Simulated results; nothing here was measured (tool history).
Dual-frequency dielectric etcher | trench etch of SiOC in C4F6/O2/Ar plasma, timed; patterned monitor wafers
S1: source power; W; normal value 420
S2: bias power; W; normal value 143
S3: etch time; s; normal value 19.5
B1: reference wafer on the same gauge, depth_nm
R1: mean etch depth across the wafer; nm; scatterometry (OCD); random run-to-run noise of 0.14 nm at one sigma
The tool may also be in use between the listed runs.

| run | hour | S1 | S2 | S3 | B1 | R1 |
|---|---|---|---|---|---|---|
| 1 | 0 | 470 | 169 | 19.5 | 35.69 | 39.94 |
|  | 26.7 | gauge calibrated |
| 2 | 34.5 | 470 | 169 | 19.5 | 35.67 | 39.94 |
| 3 | 68.1 | 400 | 143 | 22 | 35.7 | 40.22 |
| 4 | 81 | 420 | 135 | 21 | 35.7 | 38.93 |
| 5 | 101.2 | 420 | 143 | 19.5 | 35.71 | 36.53 |
| 6 | 114 | 390 | 143 | 19.5 | 35.7 | 35.23 |
|  | 128.1 | source power generator calibrated |
| 7 | 128.6 | 420 | 143 | 19.5 | 35.71 | 36.29 |
|  | 162 | wet clean of the chamber |
| 8 | 194.6 | 420 | 132 | 19.5 | 35.71 | 35.18 |
| 9 | 217.4 | 420 | 132 | 19.5 | 35.72 | 34.91 |
| 10 | 237.2 | 420 | 143 | 23.5 | 35.71 | 42.76 |
|  | 256.2 | bias power generator calibrated |
| 11 | 271.8 | 330 | 133 | 19.5 | 35.75 | 30.61 |
| 12 | 289.2 | 340 | 143 | 19.5 | 35.71 | 31.71 |
| 13 | 301.4 | 420 | 143 | 19.5 | 35.68 | 35.35 |
| 14 | 331.7 | 420 | 143 | 19.5 | 35.68 | 35.3 |
| 15 | 361.5 | 420 | 143 | 22.5 | 35.74 | 40.67 |
|  | 420.9 | wet clean of the chamber, repeated, since the last time left the tool worse |
| 16 | 421.4 | 420 | 129 | 19.5 | 35.73 | 36.91 |
| 17 | 427.2 | 420 | 114 | 19.5 | 35.69 | 36.14 |
| 18 | 441.5 | 420 | 143 | 19.5 | 35.71 | 37.63 |
| 19 | 465.6 | 510 | 155 | 19.5 | 35.69 | 42.05 |
|  | 490.1 | upper electrode replaced |
| 20 | 490.6 | 420 | 143 | 25 | 35.7 | 48.1 |
| 21 | 504.2 | 420 | 143 | 19.5 | 35.7 | 37.46 |
|  | 528.9 | gauge calibrated |
| 22 | 532.4 | 450 | 159 | 23 | 35.7 | 46.44 |
| 23 | 554.1 | 460 | 143 | 19.5 | 35.71 | 39.13 |
| 24 | 568.2 | 420 | 163 | 19.5 | 35.7 | 38.36 |
| 25 | 581.9 | 420 | 143 | 19.5 | 35.74 | 37.2 |
| 26 | 612.6 | 510 | 109 | 16 | 35.75 | 32.28 |
| 27 | 632.7 | 340 | 134 | 15.5 | 35.68 | 26.31 |
| 28 | 656.8 | 470 | 143 | 19.5 | 35.69 | 39.55 |
| 29 | 679.3 | 420 | 160 | 17.5 | 35.71 | 34.33 |
| 30 | 707.5 | 420 | 143 | 16 | 35.66 | 30.5 |

Here are 4 independent what-if runs from the current tool condition. What would each one return?
| A | 707.9 | 500 | 143 | 19.5 | ? | ? |
| B | 707.9 | 450 | 155 | 24 | ? | ? |
| C | 707.9 | 460 | 129 | 22 | ? | ? |
| D | 707.9 | 340 | 156 | 14.5 | ? | ? |

| run | B1 | R1 |
|---|---|---|
| A | 35.66 | 40.57 |
| B | 35.66 | 48.18 |
| C | 35.66 | 43.11 |
| D | 35.66 | 25.28 |
With no hidden state in the tool, these same runs would have given:
| run | R1 |
|---|---|
| A | 41.09 |
| B | 48.81 |
| C | 43.67 |
| D | 25.61 |
